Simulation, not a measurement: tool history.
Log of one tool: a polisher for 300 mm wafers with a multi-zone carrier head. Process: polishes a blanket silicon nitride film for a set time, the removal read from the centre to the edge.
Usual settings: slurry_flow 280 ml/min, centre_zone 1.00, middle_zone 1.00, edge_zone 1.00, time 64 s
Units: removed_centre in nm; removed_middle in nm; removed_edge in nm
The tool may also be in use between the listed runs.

run	hour	slurry_flow	centre_zone	middle_zone	edge_zone	time	incoming thickness of the incoming film, nm	removed_centre	removed_middle	removed_edge
1	0.0	280	1.00	1.00	1.00	64	390.6	163.1	161.2	165.5
# hour 86.3: edge zone pressure recalibrated
2	89.0	280	1.00	1.00	1.00	64	387.6	159.7	162.5	161.8
# hour 126.8: worn pad replaced by a new one
3	187.5	280	1.00	1.00	1.00	64	395.9	152.7	161.3	164.8
# hour 243.2: carrier head's membrane replaced by a new one
4	287.4	280	1.00	1.00	1.00	64	387.5	148.8	160.0	166.0
# hour 341.8: slurry nozzle cleaned
5	361.6	280	1.00	1.00	1.00	64	392.3	153.1	162.3	163.4
6	408.9	280	1.00	1.00	1.00	64	384.5	143.4	162.1	165.7
7	446.6	280	1.00	1.00	1.00	64	392.8	143.4	160.8	164.3
# hour 534.3: centre zone pressure recalibrated
8	540.6	280	1.00	0.96	1.00	64	391.8	153.7	157.2	162.4
# hour 599.8: worn pad replaced by a new one
9	601.4	280	1.00	1.00	1.00	64	386.8	154.8	163.5	166.2
10	681.3	355	1.00	1.00	1.00	70	395.6	169.2	181.9	184.8
11	732.6	195	1.00	0.89	1.04	43	385.6	95.4	99.4	107.2
12	822.2	280	1.00	1.12	1.00	64	394.7	153.2	170.3	165.9
# hour 972.2: worn pad replaced by a new one
# hour 985.1: carrier head's membrane replaced by a new one
# hour 1046.8: centre zone pressure recalibrated
13	1085.4	280	1.00	1.00	1.00	64	391.8	157.6	159.1	164.6
# hour 1171.8: slurry nozzle cleaned
14	1178.6	280	1.00	1.00	1.00	64	391.7	157.9	158.1	167.0
15	1279.6	280	0.90	1.00	1.00	53	387.0	111.9	130.2	135.4
# hour 1329.8: edge zone pressure recalibrated
# hour 1376.1: worn pad replaced by a new one
16	1376.4	280	0.97	1.00	1.00	64	390.6	144.9	159.5	162.5
17	1474.4	280	1.06	1.00	1.00	64	395.9	147.7	160.3	161.3
18	1512.2	280	1.00	1.00	1.00	64	388.7	145.2	161.9	166.1
19	1577.3	280	1.00	1.00	1.00	64	397.7	136.0	162.2	162.7
# hour 1655.3: centre zone pressure recalibrated
# hour 1669.2: carrier head's membrane replaced by a new one
# hour 1813.6: worn pad replaced by a new one
20	1854.2	330	1.10	1.06	0.90	64	389.3	167.4	168.8	157.3
# hour 1877.7: slurry nozzle cleaned
21	1936.3	255	1.05	1.00	1.00	64	397.7	155.5	156.8	166.0
22	2022.4	280	1.00	1.00	1.00	64	392.1	144.5	164.1	167.4

Forecast each of these 4 alternatives for the next run:
A	2022.8	280	1.00	1.00	1.00	64	390.3	?	?	?
B	2022.8	280	1.11	1.07	1.00	64	390.3	?	?	?
C	2022.8	280	1.11	1.00	1.00	64	390.3	?	?	?
D	2022.8	280	1.00	1.00	1.10	64	390.3	?	?	?

run	removed_centre	removed_middle	removed_edge
A	145.8	161.0	165.8
B	162.1	166.5	165.7
C	162.1	160.9	165.8
D	145.8	161.0	173.8
Without the tool's hidden state the same runs would have given:
run	removed_centre	removed_middle	removed_edge
A	159.9	160.9	165.8
B	177.7	166.4	165.7
C	177.6	160.8	165.8
D	159.9	160.9	173.8

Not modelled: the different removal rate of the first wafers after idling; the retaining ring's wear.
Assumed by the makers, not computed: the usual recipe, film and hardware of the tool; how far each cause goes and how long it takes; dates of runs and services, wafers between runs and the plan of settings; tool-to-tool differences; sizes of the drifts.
